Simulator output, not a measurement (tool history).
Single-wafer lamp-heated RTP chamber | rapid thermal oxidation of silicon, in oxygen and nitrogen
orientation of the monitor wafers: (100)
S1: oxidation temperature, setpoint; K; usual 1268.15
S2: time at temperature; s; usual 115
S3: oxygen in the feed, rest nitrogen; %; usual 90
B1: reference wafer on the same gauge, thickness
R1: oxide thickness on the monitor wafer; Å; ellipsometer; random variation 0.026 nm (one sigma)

run	hour	S1	S2	S3	B1	R1
1	0.0	1285.15	135	90	6.835	84.84
2	47.6	1249.15	115	90	6.826	60.76
3	105.3	1249.15	115	90	6.845	60.15
4	139.2	1249.15	115	90	6.848	60.38
5	174.0	1268.15	115	90	6.847	69.82
6	245.7	1250.15	115	90	6.836	61.11
# hour 272.8: pyrometer window cleaned and pyrometer calibrated
7	300.3	1250.15	115	90	6.845	61.16
8	331.5	1268.15	115	90	6.843	69.89
9	449.0	1268.15	115	90	6.849	69.92
# hour 469.5: oxygen flow controller replaced
10	515.6	1257.15	115	90	6.839	64.45
11	698.0	1268.15	115	98	6.847	71.81
# hour 717.4: pyrometer window cleaned and pyrometer calibrated
# hour 740.4: gauge calibrated
12	746.3	1268.15	115	69	6.843	63.58
13	814.7	1268.15	115	90	6.835	69.77
14	853.7	1268.15	115	90	6.843	70.31
15	891.5	1289.15	115	90	6.847	81.29
16	927.4	1279.15	139	98	6.838	84.87
17	986.2	1268.15	73	90	6.841	56.70
18	1038.4	1268.15	115	90	6.847	69.86
19	1102.7	1268.15	84	90	6.846	60.59
# hour 1125.6: pyrometer window cleaned and pyrometer calibrated
20	1133.1	1268.15	156	98	6.845	82.43
21	1333.9	1268.15	115	90	6.832	69.22
22	1393.2	1268.15	162	77	6.843	77.55

3 ways to go on from here, each from the tool as it stands after run 22. What would each give?
A	1393.6	1253.15	115	90	?	?
B	1393.6	1276.15	149	98	?	?
C	1393.6	1286.15	161	98	?	?

run	B1	R1
A	6.842	62.46
B	6.842	86.25
C	6.842	96.33
Without the tool's hidden state the same runs would have given:
run	R1
A	62.46
B	86.25
C	96.33
